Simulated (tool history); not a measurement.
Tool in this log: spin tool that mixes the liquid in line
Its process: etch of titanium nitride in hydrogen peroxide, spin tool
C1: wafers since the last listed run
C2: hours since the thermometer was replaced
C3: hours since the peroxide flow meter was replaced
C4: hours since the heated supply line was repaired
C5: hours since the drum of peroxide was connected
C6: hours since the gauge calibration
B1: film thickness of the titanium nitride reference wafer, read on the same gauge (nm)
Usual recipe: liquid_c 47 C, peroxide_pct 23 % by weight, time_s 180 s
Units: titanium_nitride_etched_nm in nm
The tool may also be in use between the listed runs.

run 1 hour=0 | liquid_c=52 peroxide_pct=23 time_s=180 | C1=0 C2=1070.1 C3=506.1 C4=2249.3 C5=230.6 C6=279 | B1=69.997 | titanium_nitride_etched_nm=5.543
run 2 hour=48.2 | liquid_c=52 peroxide_pct=23 time_s=180 | C1=316 C2=1118.3 C3=554.3 C4=2297.5 C5=278.8 C6=327.2 | B1=69.987 | titanium_nitride_etched_nm=5.452
run 3 hour=128.4 | liquid_c=47 peroxide_pct=23 time_s=180 | C1=526 C2=1198.5 C3=634.5 C4=2377.7 C5=359 C6=407.4 | B1=70.002 | titanium_nitride_etched_nm=3.851
-- hour=144.7 new drum of peroxide connected
run 4 hour=188.4 | liquid_c=47 peroxide_pct=23 time_s=255 | C1=387 C2=1258.5 C3=694.5 C4=2437.7 C5=43.7 C6=467.4 | B1=70 | titanium_nitride_etched_nm=5.383
run 5 hour=271 | liquid_c=47 peroxide_pct=23 time_s=255 | C1=542 C2=1341.1 C3=777.1 C4=2520.3 C5=126.3 C6=550 | B1=70.003 | titanium_nitride_etched_nm=5.375
run 6 hour=310.7 | liquid_c=47 peroxide_pct=23 time_s=255 | C1=260 C2=1380.8 C3=816.8 C4=2560 C5=166 C6=589.7 | B1=70.003 | titanium_nitride_etched_nm=5.412
run 7 hour=368.6 | liquid_c=47 peroxide_pct=23 time_s=180 | C1=380 C2=1438.7 C3=874.7 C4=2617.9 C5=223.9 C6=647.6 | B1=70.021 | titanium_nitride_etched_nm=3.842
run 8 hour=431.5 | liquid_c=47 peroxide_pct=23 time_s=180 | C1=413 C2=1501.6 C3=937.6 C4=2680.8 C5=286.8 C6=710.5 | B1=69.99 | titanium_nitride_etched_nm=3.835
run 9 hour=507.2 | liquid_c=47 peroxide_pct=23 time_s=180 | C1=497 C2=1577.3 C3=1013.3 C4=2756.5 C5=362.5 C6=786.2 | B1=69.978 | titanium_nitride_etched_nm=3.805
-- hour=512.1 new drum of peroxide connected
run 10 hour=584.6 | liquid_c=47 peroxide_pct=23 time_s=180 | C1=501 C2=1654.7 C3=1090.7 C4=2833.9 C5=72.5 C6=863.6 | B1=69.99 | titanium_nitride_etched_nm=3.765
run 11 hour=657.4 | liquid_c=47 peroxide_pct=23 time_s=180 | C1=478 C2=1727.5 C3=1163.5 C4=2906.7 C5=145.3 C6=936.4 | B1=69.983 | titanium_nitride_etched_nm=3.798
run 12 hour=724.3 | liquid_c=37 peroxide_pct=23 time_s=180 | C1=439 C2=1794.4 C3=1230.4 C4=2973.6 C5=212.2 C6=1003.3 | B1=70.031 | titanium_nitride_etched_nm=1.765

For run 13, what comes out?
-- hour=735.7 peroxide flow meter replaced
run 13 hour=764.3 | liquid_c=54.5 peroxide_pct=23 time_s=130 | C1=256 C2=1834.4 C3=28.6 C4=3013.6 C5=252.2 C6=1043.3 | B1=? | titanium_nitride_etched_nm=?

{"run 13": {"B1": 70.034, "titanium_nitride_etched_nm": 4.773}}
Had the tool carried no hidden state, the very same run would have given titanium_nitride_etched_nm 4.781 nm.

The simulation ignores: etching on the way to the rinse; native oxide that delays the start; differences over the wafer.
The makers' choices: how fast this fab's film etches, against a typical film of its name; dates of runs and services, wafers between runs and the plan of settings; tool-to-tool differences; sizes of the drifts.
